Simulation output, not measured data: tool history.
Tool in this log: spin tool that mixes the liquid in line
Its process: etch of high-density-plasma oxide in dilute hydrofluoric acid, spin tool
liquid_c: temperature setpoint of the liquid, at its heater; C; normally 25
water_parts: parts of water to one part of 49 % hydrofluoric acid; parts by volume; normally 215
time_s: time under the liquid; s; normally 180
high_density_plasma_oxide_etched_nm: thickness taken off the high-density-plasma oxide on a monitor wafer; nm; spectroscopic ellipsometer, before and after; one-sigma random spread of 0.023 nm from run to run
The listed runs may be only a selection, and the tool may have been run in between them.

run	hour	liquid_c	water_parts	time_s	wafers since the last listed run	hours since the thermometer was replaced	hours since the hydrofluoric acid flow meter was replaced	hours since the gauge calibration	read-back film thickness of the high-density-plasma oxide reference wafer, read on the same gauge (nm)	high_density_plasma_oxide_etched_nm
1	0	25	215	180	0	870.6	1509.4	1398.9	140.016	4.309
# hour 24.6: hydrofluoric acid flow meter replaced
2	100	25	215	180	535	970.6	75.4	1498.9	140.035	4.275
# hour 135: gauge calibrated
3	172.9	25	215	250	394	1043.5	148.3	37.9	139.991	5.966
# hour 183.2: thermometer replaced
4	260	25	215	250	465	76.8	235.4	125	140.011	5.968
5	343.2	25	215	250	450	160	318.6	208.2	140.004	5.941
6	426.7	25	215	180	451	243.5	402.1	291.7	139.977	4.297
7	693.1	25	215	180	1441	509.9	668.5	558.1	140.006	4.336
8	772.6	27	215	90	430	589.4	748	637.6	140.03	2.333
9	844.4	27	215	90	388	661.2	819.8	709.4	140.005	2.298
10	883.9	27	215	90	213	700.7	859.3	748.9	139.993	2.309
11	949.5	25	215	180	354	766.3	924.9	814.5	139.969	4.314
12	1037.8	25	215	180	477	854.6	1013.2	902.8	140.03	4.292
13	1075.1	25	215	180	201	891.9	1050.5	940.1	139.963	4.288
14	1164.7	26.5	180	180	484	981.5	1140.1	1029.7	140.041	5.607
# hour 1166.9: thermometer replaced
15	1203.4	25	215	180	203	36.5	1178.8	1068.4	139.995	4.293
16	1285	25	215	255	441	118.1	1260.4	1150	140.007	6.099

Run 17 is up next; what results do you expect?
17	1356.7	25	215	180	387	189.8	1332.1	1221.7	?	?

{"run 17": {"read-back film thickness of the high-density-plasma oxide reference wafer, read on the same gauge (nm)": 139.952, "high_density_plasma_oxide_etched_nm": 4.32}}
The same run, on a tool lacking any hidden state, would have yielded high_density_plasma_oxide_etched_nm 4.32 nm.
